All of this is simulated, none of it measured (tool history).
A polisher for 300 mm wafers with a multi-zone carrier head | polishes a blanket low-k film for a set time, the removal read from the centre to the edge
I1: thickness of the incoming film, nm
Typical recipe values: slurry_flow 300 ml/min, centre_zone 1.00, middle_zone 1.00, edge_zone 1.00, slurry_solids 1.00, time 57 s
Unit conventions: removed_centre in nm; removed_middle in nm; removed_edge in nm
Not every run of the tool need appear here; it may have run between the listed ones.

{"run": 1, "hour": 0.0, "slurry_flow": 300, "centre_zone": 1.0, "middle_zone": 1.0, "edge_zone": 1.0, "slurry_solids": 1.0, "time": 57, "I1": 652.9, "removed_centre": 21.3, "removed_middle": 21.6, "removed_edge": 21.5}
{"run": 2, "hour": 28.3, "slurry_flow": 300, "centre_zone": 1.0, "middle_zone": 1.07, "edge_zone": 1.0, "slurry_solids": 1.0, "time": 57, "I1": 660.8, "removed_centre": 21.5, "removed_middle": 23.0, "removed_edge": 21.2}
{"run": 3, "hour": 54.2, "slurry_flow": 300, "centre_zone": 1.0, "middle_zone": 1.0, "edge_zone": 1.0, "slurry_solids": 1.0, "time": 57, "I1": 667.1, "removed_centre": 21.6, "removed_middle": 21.3, "removed_edge": 21.4}
{"run": 4, "hour": 89.2, "slurry_flow": 300, "centre_zone": 1.0, "middle_zone": 1.0, "edge_zone": 1.0, "slurry_solids": 1.0, "time": 57, "I1": 664.5, "removed_centre": 21.9, "removed_middle": 21.5, "removed_edge": 21.5}
{"run": 5, "hour": 102.8, "slurry_flow": 330, "centre_zone": 1.0, "middle_zone": 1.12, "edge_zone": 1.08, "slurry_solids": 0.75, "time": 57, "I1": 658.4, "removed_centre": 19.5, "removed_middle": 21.8, "removed_edge": 20.1}
{"hour": 107.5, "done": "worn pad replaced by a new one"}
{"run": 6, "hour": 136.7, "slurry_flow": 300, "centre_zone": 1.06, "middle_zone": 1.0, "edge_zone": 1.0, "slurry_solids": 1.0, "time": 74, "I1": 647.1, "removed_centre": 29.8, "removed_middle": 27.7, "removed_edge": 27.7}
{"run": 7, "hour": 167.7, "slurry_flow": 300, "centre_zone": 1.0, "middle_zone": 1.0, "edge_zone": 1.0, "slurry_solids": 1.0, "time": 57, "I1": 664.3, "removed_centre": 21.6, "removed_middle": 21.4, "removed_edge": 21.3}
{"run": 8, "hour": 240.9, "slurry_flow": 300, "centre_zone": 1.0, "middle_zone": 1.0, "edge_zone": 1.0, "slurry_solids": 1.25, "time": 62, "I1": 669.6, "removed_centre": 24.8, "removed_middle": 25.3, "removed_edge": 25.0}
{"hour": 249.7, "done": "edge zone pressure recalibrated"}
{"run": 9, "hour": 256.4, "slurry_flow": 300, "centre_zone": 1.11, "middle_zone": 0.94, "edge_zone": 1.0, "slurry_solids": 0.8, "time": 41, "I1": 670.6, "removed_centre": 16.0, "removed_middle": 13.5, "removed_edge": 14.3}
{"run": 10, "hour": 281.5, "slurry_flow": 300, "centre_zone": 1.0, "middle_zone": 1.0, "edge_zone": 1.0, "slurry_solids": 1.0, "time": 51, "I1": 660.1, "removed_centre": 19.5, "removed_middle": 19.5, "removed_edge": 19.0}
{"run": 11, "hour": 302.5, "slurry_flow": 300, "centre_zone": 1.0, "middle_zone": 1.0, "edge_zone": 1.0, "slurry_solids": 1.0, "time": 57, "I1": 648.8, "removed_centre": 21.8, "removed_middle": 21.6, "removed_edge": 21.4}
{"hour": 307.2, "done": "slurry nozzle cleaned"}
{"hour": 332.1, "done": "worn pad replaced by a new one"}
{"run": 12, "hour": 334.3, "slurry_flow": 300, "centre_zone": 1.0, "middle_zone": 1.0, "edge_zone": 0.97, "slurry_solids": 1.1, "time": 57, "I1": 664.1, "removed_centre": 22.7, "removed_middle": 22.4, "removed_edge": 21.8}
{"run": 13, "hour": 357.8, "slurry_flow": 300, "centre_zone": 1.0, "middle_zone": 1.0, "edge_zone": 1.0, "slurry_solids": 1.2, "time": 57, "I1": 657.9, "removed_centre": 23.5, "removed_middle": 22.6, "removed_edge": 22.6}
{"run": 14, "hour": 384.1, "slurry_flow": 300, "centre_zone": 1.0, "middle_zone": 1.0, "edge_zone": 1.0, "slurry_solids": 1.0, "time": 57, "I1": 661.2, "removed_centre": 21.7, "removed_middle": 21.3, "removed_edge": 21.4}
{"run": 15, "hour": 409.0, "slurry_flow": 300, "centre_zone": 1.0, "middle_zone": 0.92, "edge_zone": 1.0, "slurry_solids": 1.0, "time": 46, "I1": 657.9, "removed_centre": 17.9, "removed_middle": 16.2, "removed_edge": 17.2}
{"run": 16, "hour": 443.9, "slurry_flow": 390, "centre_zone": 0.92, "middle_zone": 1.0, "edge_zone": 0.89, "slurry_solids": 1.0, "time": 57, "I1": 660.8, "removed_centre": 20.0, "removed_middle": 22.1, "removed_edge": 20.7}
{"run": 17, "hour": 468.1, "slurry_flow": 300, "centre_zone": 1.0, "middle_zone": 1.0, "edge_zone": 1.0, "slurry_solids": 1.0, "time": 46, "I1": 652.9, "removed_centre": 16.9, "removed_middle": 17.3, "removed_edge": 17.2}
{"run": 18, "hour": 503.8, "slurry_flow": 300, "centre_zone": 1.0, "middle_zone": 1.0, "edge_zone": 1.0, "slurry_solids": 1.0, "time": 57, "I1": 654.4, "removed_centre": 21.9, "removed_middle": 21.5, "removed_edge": 21.2}
{"hour": 519.6, "done": "worn pad replaced by a new one"}
{"run": 19, "hour": 526.3, "slurry_flow": 245, "centre_zone": 1.12, "middle_zone": 1.0, "edge_zone": 1.0, "slurry_solids": 1.0, "time": 38, "I1": 665.3, "removed_centre": 15.8, "removed_middle": 14.1, "removed_edge": 14.0}
{"run": 20, "hour": 552.7, "slurry_flow": 300, "centre_zone": 1.0, "middle_zone": 1.0, "edge_zone": 1.0, "slurry_solids": 1.0, "time": 57, "I1": 654.8, "removed_centre": 21.4, "removed_middle": 21.6, "removed_edge": 21.3}
{"run": 21, "hour": 571.3, "slurry_flow": 300, "centre_zone": 0.9, "middle_zone": 0.89, "edge_zone": 1.0, "slurry_solids": 1.0, "time": 43, "I1": 671.0, "removed_centre": 14.6, "removed_middle": 14.7, "removed_edge": 16.1}
{"run": 22, "hour": 584.9, "slurry_flow": 300, "centre_zone": 0.93, "middle_zone": 1.0, "edge_zone": 1.0, "slurry_solids": 1.15, "time": 51, "I1": 649.3, "removed_centre": 18.7, "removed_middle": 20.4, "removed_edge": 20.0}
{"run": 23, "hour": 600.9, "slurry_flow": 300, "centre_zone": 1.0, "middle_zone": 1.0, "edge_zone": 1.0, "slurry_solids": 1.0, "time": 57, "I1": 652.7, "removed_centre": 22.0, "removed_middle": 21.7, "removed_edge": 21.4}

What was the tool's hidden state at every run in the log?
removal rate lost through wear of the pad, %: 0 across all the runs
slurry flow missing at the pad, %: 0 across all the runs
deviation of the centre zone's pressure from its setpoint, %: 0 across all the runs
deviation of the edge zone's pressure from its setpoint, %: 0 across all the runs
